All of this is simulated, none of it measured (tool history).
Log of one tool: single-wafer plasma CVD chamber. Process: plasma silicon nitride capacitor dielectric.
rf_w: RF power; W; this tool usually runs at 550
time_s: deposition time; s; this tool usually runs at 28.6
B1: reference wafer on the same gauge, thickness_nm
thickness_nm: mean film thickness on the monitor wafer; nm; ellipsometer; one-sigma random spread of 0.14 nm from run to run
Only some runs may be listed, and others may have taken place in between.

{"run": 1, "day": 0.0, "rf_w": 590, "time_s": 31.4, "B1": 46.148, "thickness_nm": 47.927}
{"run": 2, "day": 0.879, "rf_w": 590, "time_s": 31.4, "B1": 46.158, "thickness_nm": 47.872}
{"run": 3, "day": 1.858, "rf_w": 550, "time_s": 28.6, "B1": 46.159, "thickness_nm": 42.108}
{"run": 4, "day": 3.0, "rf_w": 550, "time_s": 28.6, "B1": 46.166, "thickness_nm": 42.166}
{"run": 5, "day": 4.096, "rf_w": 550, "time_s": 28.6, "B1": 46.126, "thickness_nm": 42.228}
{"run": 6, "day": 4.633, "rf_w": 485, "time_s": 28.6, "B1": 46.092, "thickness_nm": 39.624}
{"run": 7, "day": 5.304, "rf_w": 550, "time_s": 28.6, "B1": 46.103, "thickness_nm": 42.132}
{"run": 8, "day": 6.633, "rf_w": 550, "time_s": 28.6, "B1": 46.124, "thickness_nm": 42.127}
{"run": 9, "day": 7.325, "rf_w": 550, "time_s": 28.6, "B1": 46.17, "thickness_nm": 41.947}
{"run": 10, "day": 7.988, "rf_w": 550, "time_s": 28.6, "B1": 46.124, "thickness_nm": 42.036}
{"run": 11, "day": 8.85, "rf_w": 550, "time_s": 28.6, "B1": 46.032, "thickness_nm": 42.05}
{"run": 12, "day": 13.267, "rf_w": 550, "time_s": 28.6, "B1": 46.129, "thickness_nm": 41.805}
{"run": 13, "day": 14.104, "rf_w": 550, "time_s": 28.6, "B1": 46.122, "thickness_nm": 41.633}
{"run": 14, "day": 15.408, "rf_w": 550, "time_s": 28.6, "B1": 46.011, "thickness_nm": 42.027}
{"run": 15, "day": 16.112, "rf_w": 550, "time_s": 28.6, "B1": 46.024, "thickness_nm": 42.06}
{"run": 16, "day": 17.262, "rf_w": 550, "time_s": 28.6, "B1": 46.087, "thickness_nm": 41.584}
{"run": 17, "day": 18.267, "rf_w": 550, "time_s": 28.6, "B1": 46.062, "thickness_nm": 41.532}
{"run": 18, "day": 18.825, "rf_w": 550, "time_s": 28.6, "B1": 46.035, "thickness_nm": 41.764}
{"run": 19, "day": 19.667, "rf_w": 455, "time_s": 31.3, "B1": 46.096, "thickness_nm": 41.804}
{"run": 20, "day": 20.908, "rf_w": 550, "time_s": 28.6, "B1": 46.051, "thickness_nm": 41.516}
{"run": 21, "day": 21.725, "rf_w": 550, "time_s": 31.3, "B1": 46.063, "thickness_nm": 45.567}
{"run": 22, "day": 22.454, "rf_w": 550, "time_s": 28.6, "B1": 46.028, "thickness_nm": 41.499}
{"run": 23, "day": 23.721, "rf_w": 550, "time_s": 28.6, "B1": 46.104, "thickness_nm": 41.5}
{"run": 24, "day": 26.333, "rf_w": 440, "time_s": 28.6, "B1": 46.132, "thickness_nm": 37.216}
{"run": 25, "day": 27.008, "rf_w": 550, "time_s": 28.6, "B1": 46.066, "thickness_nm": 41.294}
{"day": 27.821, "done": "gauge calibrated"}
{"run": 26, "day": 28.267, "rf_w": 550, "time_s": 28.6, "B1": 46.179, "thickness_nm": 41.504}
{"day": 29.588, "done": "RF generator calibrated"}
{"day": 29.917, "done": "showerhead replaced"}
{"run": 27, "day": 29.938, "rf_w": 550, "time_s": 28.6, "B1": 46.144, "thickness_nm": 42.715}
{"run": 28, "day": 31.033, "rf_w": 550, "time_s": 28.6, "B1": 46.136, "thickness_nm": 42.612}
{"run": 29, "day": 32.067, "rf_w": 605, "time_s": 32.1, "B1": 46.185, "thickness_nm": 49.993}
{"run": 30, "day": 33.488, "rf_w": 620, "time_s": 24.7, "B1": 46.118, "thickness_nm": 38.661}
{"run": 31, "day": 37.883, "rf_w": 645, "time_s": 28.6, "B1": 46.069, "thickness_nm": 45.584}
{"run": 32, "day": 39.338, "rf_w": 595, "time_s": 26.3, "B1": 46.004, "thickness_nm": 40.758}
{"run": 33, "day": 40.779, "rf_w": 475, "time_s": 34.0, "B1": 46.072, "thickness_nm": 47.559}
{"run": 34, "day": 42.175, "rf_w": 470, "time_s": 26.8, "B1": 46.052, "thickness_nm": 36.991}
{"run": 35, "day": 43.112, "rf_w": 640, "time_s": 32.5, "B1": 46.049, "thickness_nm": 51.505}
{"run": 36, "day": 44.038, "rf_w": 455, "time_s": 33.3, "B1": 46.173, "thickness_nm": 45.365}

Table of differences, measured result less the result of that run with no hidden state. Run-to-run variation is the same in both. Gauge scatter possibly is not:
The tool's hidden condition here consists of: delivered RF power above the setpoint (%); gauge reads high (%).
run=1 thickness_nm=-0.660
run=2 thickness_nm=-0.683
run=3 thickness_nm=-0.624
run=4 thickness_nm=-0.653
run=5 thickness_nm=-0.680
run=6 thickness_nm=-0.651
run=7 thickness_nm=-0.710
run=8 thickness_nm=-0.745
run=9 thickness_nm=-0.760
run=10 thickness_nm=-0.779
run=11 thickness_nm=-0.803
run=12 thickness_nm=-0.924
run=13 thickness_nm=-0.945
run=14 thickness_nm=-0.994
run=15 thickness_nm=-1.016
run=16 thickness_nm=-1.041
run=17 thickness_nm=-1.072
run=18 thickness_nm=-1.096
run=19 thickness_nm=-1.125
run=20 thickness_nm=-1.159
run=21 thickness_nm=-1.303
run=22 thickness_nm=-1.211
run=23 thickness_nm=-1.255
run=24 thickness_nm=-1.211
run=25 thickness_nm=-1.368
run=26 thickness_nm=-1.423
run=27 thickness_nm=-0.059
run=28 thickness_nm=-0.059
run=29 thickness_nm=-0.070
run=30 thickness_nm=-0.057
run=31 thickness_nm=-0.078
run=32 thickness_nm=-0.075
run=33 thickness_nm=-0.095
run=34 thickness_nm=-0.081
run=35 thickness_nm=-0.118
run=36 thickness_nm=-0.110

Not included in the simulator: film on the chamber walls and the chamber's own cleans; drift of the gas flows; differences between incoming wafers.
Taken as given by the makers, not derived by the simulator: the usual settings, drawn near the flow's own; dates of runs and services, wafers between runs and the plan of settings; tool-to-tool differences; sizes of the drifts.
